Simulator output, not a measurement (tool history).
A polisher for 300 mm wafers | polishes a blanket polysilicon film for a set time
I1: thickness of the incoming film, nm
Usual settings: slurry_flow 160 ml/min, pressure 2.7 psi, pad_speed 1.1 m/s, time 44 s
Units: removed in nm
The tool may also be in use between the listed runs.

run 1 hour=0 | slurry_flow=160 pressure=2.7 pad_speed=1.18 time=32 | I1=1496.8 | removed=270.7
run 2 hour=30.4 | slurry_flow=160 pressure=2.7 pad_speed=1.1 time=44 | I1=1494.9 | removed=356.6
run 3 hour=64.1 | slurry_flow=160 pressure=2.7 pad_speed=1.1 time=44 | I1=1506.4 | removed=356.5
-- hour=68.1 slurry nozzle cleaned
run 4 hour=93.8 | slurry_flow=160 pressure=2.4 pad_speed=0.88 time=44 | I1=1488.9 | removed=290.5
run 5 hour=139.4 | slurry_flow=160 pressure=2.4 pad_speed=0.88 time=44 | I1=1501.5 | removed=279.4
run 6 hour=182 | slurry_flow=160 pressure=2.4 pad_speed=0.88 time=44 | I1=1521.1 | removed=281.4
run 7 hour=253.4 | slurry_flow=160 pressure=2.7 pad_speed=1.1 time=44 | I1=1470 | removed=351.5
run 8 hour=300.7 | slurry_flow=160 pressure=2.7 pad_speed=1.1 time=44 | I1=1489.9 | removed=338.3
run 9 hour=346.1 | slurry_flow=160 pressure=2.7 pad_speed=1.1 time=44 | I1=1508.8 | removed=342.2
-- hour=385.8 worn pad replaced by a new one
run 10 hour=411.4 | slurry_flow=160 pressure=2.7 pad_speed=1.1 time=44 | I1=1479 | removed=358.3
run 11 hour=447.7 | slurry_flow=160 pressure=2.7 pad_speed=1.1 time=44 | I1=1501.3 | removed=362.4
run 12 hour=501.4 | slurry_flow=145 pressure=2.7 pad_speed=1.1 time=44 | I1=1489.4 | removed=348.7
run 13 hour=531.7 | slurry_flow=145 pressure=2.7 pad_speed=1.1 time=44 | I1=1484.8 | removed=348.8
-- hour=578.9 slurry nozzle cleaned
run 14 hour=597.1 | slurry_flow=160 pressure=1.9 pad_speed=1.1 time=38 | I1=1495.7 | removed=213.5
run 15 hour=659.2 | slurry_flow=205 pressure=3 pad_speed=0.94 time=44 | I1=1491.9 | removed=366.1
run 16 hour=722.6 | slurry_flow=180 pressure=2.7 pad_speed=1.34 time=56 | I1=1508.7 | removed=501.7
run 17 hour=766 | slurry_flow=160 pressure=3.4 pad_speed=1.1 time=49 | I1=1482.2 | removed=482.9
run 18 hour=794.2 | slurry_flow=160 pressure=2.7 pad_speed=1.18 time=32 | I1=1483.5 | removed=251.1
run 19 hour=838.2 | slurry_flow=160 pressure=2.7 pad_speed=1.1 time=44 | I1=1505.1 | removed=338
-- hour=861.2 worn pad replaced by a new one
-- hour=867.4 head pressure recalibrated
run 20 hour=869.6 | slurry_flow=145 pressure=2.7 pad_speed=1.1 time=44 | I1=1527.2 | removed=349.8

Forecast run 21:
run 21 hour=920.1 | slurry_flow=160 pressure=2.7 pad_speed=1.1 time=36 | I1=1482.5 | removed=?

Run 21 gave removed 287.5 nm.
Without the tool's hidden state the same run would have given removed 289.3 nm.
